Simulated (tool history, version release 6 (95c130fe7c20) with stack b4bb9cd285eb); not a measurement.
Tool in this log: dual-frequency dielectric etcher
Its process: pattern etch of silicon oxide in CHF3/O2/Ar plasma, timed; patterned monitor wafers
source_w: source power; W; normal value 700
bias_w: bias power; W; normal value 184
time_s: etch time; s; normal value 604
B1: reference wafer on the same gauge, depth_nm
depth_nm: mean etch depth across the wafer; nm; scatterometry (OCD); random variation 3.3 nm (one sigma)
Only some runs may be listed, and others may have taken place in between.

run 1 hour=0 | source_w=700 bias_w=184 time_s=604 | B1=1470.1 | depth_nm=1241
run 2 hour=23.1 | source_w=700 bias_w=184 time_s=604 | B1=1469.8 | depth_nm=1248.8
-- hour=48.8 upper electrode replaced
run 3 hour=49.3 | source_w=700 bias_w=184 time_s=604 | B1=1470.1 | depth_nm=1243.9
-- hour=69.1 gauge calibrated
run 4 hour=70.7 | source_w=700 bias_w=184 time_s=604 | B1=1470.6 | depth_nm=1249.4
run 5 hour=87 | source_w=700 bias_w=184 time_s=604 | B1=1469.4 | depth_nm=1253.7
run 6 hour=102.8 | source_w=700 bias_w=184 time_s=604 | B1=1470 | depth_nm=1251.8
run 7 hour=132.9 | source_w=700 bias_w=184 time_s=604 | B1=1470.3 | depth_nm=1256.8
run 8 hour=154.1 | source_w=700 bias_w=184 time_s=604 | B1=1471.1 | depth_nm=1251.7
run 9 hour=188 | source_w=790 bias_w=184 time_s=737.5 | B1=1470.1 | depth_nm=1614.6
run 10 hour=257.2 | source_w=700 bias_w=184 time_s=742.5 | B1=1469.9 | depth_nm=1549.4
run 11 hour=273.1 | source_w=860 bias_w=184 time_s=604 | B1=1469.7 | depth_nm=1373.1
run 12 hour=297.6 | source_w=700 bias_w=184 time_s=604 | B1=1470.2 | depth_nm=1271.2
run 13 hour=317.3 | source_w=520 bias_w=165 time_s=425 | B1=1469.2 | depth_nm=755.1
-- hour=363.2 wet clean of the chamber
run 14 hour=423.4 | source_w=700 bias_w=184 time_s=604 | B1=1469.3 | depth_nm=1246.8
run 15 hour=440.1 | source_w=830 bias_w=165 time_s=731.5 | B1=1470.5 | depth_nm=1543.1
run 16 hour=471.3 | source_w=700 bias_w=184 time_s=501.5 | B1=1470.9 | depth_nm=1039
-- hour=486.2 bias power generator calibrated
run 17 hour=489.5 | source_w=700 bias_w=184 time_s=527.5 | B1=1470.2 | depth_nm=1100.1
run 18 hour=512.3 | source_w=630 bias_w=184 time_s=604 | B1=1470.9 | depth_nm=1206
run 19 hour=543.7 | source_w=700 bias_w=184 time_s=487 | B1=1470.9 | depth_nm=1016.6
run 20 hour=572.8 | source_w=700 bias_w=184 time_s=604 | B1=1469.8 | depth_nm=1261.3
-- hour=576.9 source power generator calibrated
run 21 hour=590.3 | source_w=770 bias_w=184 time_s=543.5 | B1=1471.1 | depth_nm=1212.4
run 22 hour=603.4 | source_w=770 bias_w=163 time_s=604 | B1=1469.1 | depth_nm=1273.1
run 23 hour=628.9 | source_w=700 bias_w=184 time_s=604 | B1=1470.7 | depth_nm=1292
run 24 hour=686.1 | source_w=580 bias_w=219 time_s=704.5 | B1=1469.1 | depth_nm=1517.3
-- hour=735.8 wet clean of the chamber
run 25 hour=736.3 | source_w=530 bias_w=196 time_s=460.5 | B1=1469.8 | depth_nm=899.2
run 26 hour=748 | source_w=880 bias_w=152 time_s=497.5 | B1=1470.7 | depth_nm=1057.4
run 27 hour=760.2 | source_w=700 bias_w=184 time_s=604 | B1=1470.2 | depth_nm=1278.6
run 28 hour=778.9 | source_w=700 bias_w=222 time_s=695.5 | B1=1470.1 | depth_nm=1594.4
run 29 hour=793.1 | source_w=700 bias_w=184 time_s=604 | B1=1470.3 | depth_nm=1276.2
run 30 hour=812.4 | source_w=700 bias_w=184 time_s=773 | B1=1469.3 | depth_nm=1631.7

Consider 3 possible next runs. They are alternatives, not a sequence: every one starts from the tool as it was left by run 30. What does each give?
run A hour=813 | source_w=700 bias_w=184 time_s=604 | B1=? | depth_nm=?
run B hour=813 | source_w=560 bias_w=184 time_s=691 | B1=? | depth_nm=?
run C hour=813 | source_w=590 bias_w=158 time_s=698.5 | B1=? | depth_nm=?

run=A B1=1470.1 depth_nm=1278
run=B B1=1470.1 depth_nm=1337.9
run=C B1=1470.1 depth_nm=1286.1
Stripped of hidden state, with their random variation kept, the same runs would have yielded:
run=A depth_nm=1268.4
run=B depth_nm=1327.8
run=C depth_nm=1276.5
